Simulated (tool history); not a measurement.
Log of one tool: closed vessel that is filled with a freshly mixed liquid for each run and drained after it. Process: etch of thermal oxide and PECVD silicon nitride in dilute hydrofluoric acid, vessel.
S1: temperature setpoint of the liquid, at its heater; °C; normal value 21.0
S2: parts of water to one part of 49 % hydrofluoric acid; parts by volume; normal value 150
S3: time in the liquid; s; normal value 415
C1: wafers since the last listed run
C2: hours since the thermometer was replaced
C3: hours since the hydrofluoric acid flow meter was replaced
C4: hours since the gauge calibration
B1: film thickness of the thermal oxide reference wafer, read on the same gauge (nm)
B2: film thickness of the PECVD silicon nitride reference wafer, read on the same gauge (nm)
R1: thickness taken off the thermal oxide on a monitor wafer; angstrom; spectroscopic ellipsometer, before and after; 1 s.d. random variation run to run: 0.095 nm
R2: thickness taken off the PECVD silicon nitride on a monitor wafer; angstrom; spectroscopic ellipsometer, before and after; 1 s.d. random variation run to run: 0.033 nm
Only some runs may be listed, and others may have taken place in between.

{"run": 1, "hour": 0.0, "S1": 21.0, "S2": 150, "S3": 415, "C1": 0, "C2": 170.6, "C3": 1156.3, "C4": 218.3, "B1": 40.01, "B2": 120.001, "R1": 109.1, "R2": 39.33}
{"run": 2, "hour": 28.7, "S1": 21.0, "S2": 150, "S3": 415, "C1": 2318, "C2": 199.3, "C3": 1185.0, "C4": 247.0, "B1": 39.99, "B2": 120.001, "R1": 108.0, "R2": 39.5}
{"run": 3, "hour": 99.6, "S1": 21.0, "S2": 150, "S3": 415, "C1": 5728, "C2": 270.2, "C3": 1255.9, "C4": 317.9, "B1": 40.01, "B2": 120.002, "R1": 108.0, "R2": 39.57}
{"hour": 146.5, "done": "gauge calibrated"}
{"run": 4, "hour": 155.0, "S1": 21.0, "S2": 150, "S3": 415, "C1": 4476, "C2": 325.6, "C3": 1311.3, "C4": 8.5, "B1": 39.99, "B2": 119.985, "R1": 108.6, "R2": 39.33}
{"run": 5, "hour": 202.6, "S1": 21.0, "S2": 150, "S3": 415, "C1": 3846, "C2": 373.2, "C3": 1358.9, "C4": 56.1, "B1": 40.0, "B2": 119.991, "R1": 108.8, "R2": 39.36}
{"run": 6, "hour": 273.7, "S1": 21.0, "S2": 150, "S3": 320, "C1": 5744, "C2": 444.3, "C3": 1430.0, "C4": 127.2, "B1": 40.0, "B2": 120.012, "R1": 84.1, "R2": 30.23}
{"run": 7, "hour": 303.9, "S1": 23.0, "S2": 120, "S3": 415, "C1": 2440, "C2": 474.5, "C3": 1460.2, "C4": 157.4, "B1": 40.0, "B2": 119.991, "R1": 149.2, "R2": 55.62}
{"run": 8, "hour": 369.7, "S1": 24.5, "S2": 150, "S3": 600, "C1": 5316, "C2": 540.3, "C3": 1526.0, "C4": 223.2, "B1": 40.01, "B2": 120.001, "R1": 179.4, "R2": 72.22}
{"hour": 373.0, "done": "thermometer replaced"}
{"hour": 380.5, "done": "hydrofluoric acid flow meter replaced"}
{"run": 9, "hour": 398.3, "S1": 19.5, "S2": 150, "S3": 645, "C1": 2149, "C2": 25.3, "C3": 17.8, "C4": 251.8, "B1": 40.01, "B2": 120.003, "R1": 158.2, "R2": 55.61}
{"run": 10, "hour": 461.1, "S1": 18.5, "S2": 185, "S3": 220, "C1": 5074, "C2": 88.1, "C3": 80.6, "C4": 314.6, "B1": 39.99, "B2": 119.995, "R1": 40.5, "R2": 14.61}
{"hour": 478.3, "done": "gauge calibrated"}
{"run": 11, "hour": 526.6, "S1": 18.0, "S2": 220, "S3": 255, "C1": 5292, "C2": 153.6, "C3": 146.1, "C4": 48.3, "B1": 40.01, "B2": 119.993, "R1": 37.6, "R2": 13.76}
{"run": 12, "hour": 566.2, "S1": 18.0, "S2": 220, "S3": 255, "C1": 3199, "C2": 193.2, "C3": 185.7, "C4": 87.9, "B1": 39.98, "B2": 119.987, "R1": 37.4, "R2": 13.97}
{"run": 13, "hour": 607.8, "S1": 21.0, "S2": 150, "S3": 185, "C1": 3361, "C2": 234.8, "C3": 227.3, "C4": 129.5, "B1": 40.0, "B2": 120.007, "R1": 48.3, "R2": 17.52}
{"run": 14, "hour": 665.8, "S1": 26.0, "S2": 185, "S3": 415, "C1": 4686, "C2": 292.8, "C3": 285.3, "C4": 187.5, "B1": 40.0, "B2": 119.99, "R1": 102.0, "R2": 44.19}

Each row is a separate what-if for the run after 14, all from the same tool condition, not one after another. Results?
{"run": "A", "hour": 666.6, "S1": 21.0, "S2": 150, "S3": 415, "C1": 64, "C2": 293.6, "C3": 286.1, "C4": 188.3, "B1": "?", "B2": "?", "R1": "?", "R2": "?"}
{"run": "B", "hour": 666.6, "S1": 21.0, "S2": 75, "S3": 235, "C1": 64, "C2": 293.6, "C3": 286.1, "C4": 188.3, "B1": "?", "B2": "?", "R1": "?", "R2": "?"}
{"run": "C", "hour": 666.6, "S1": 26.0, "S2": 215, "S3": 270, "C1": 64, "C2": 293.6, "C3": 286.1, "C4": 188.3, "B1": "?", "B2": "?", "R1": "?", "R2": "?"}

run=A B1=40.00 B2=120.004 R1=107.5 R2=39.76
run=B B1=40.00 B2=120.004 R1=132.4 R2=44.36
run=C B1=40.00 B2=120.004 R1=54.9 R2=24.96
Without the tool's unlogged condition, the same runs would have read:
run=A R1=107.5 R2=39.76
run=B R1=132.4 R2=44.36
run=C R1=54.9 R2=24.96

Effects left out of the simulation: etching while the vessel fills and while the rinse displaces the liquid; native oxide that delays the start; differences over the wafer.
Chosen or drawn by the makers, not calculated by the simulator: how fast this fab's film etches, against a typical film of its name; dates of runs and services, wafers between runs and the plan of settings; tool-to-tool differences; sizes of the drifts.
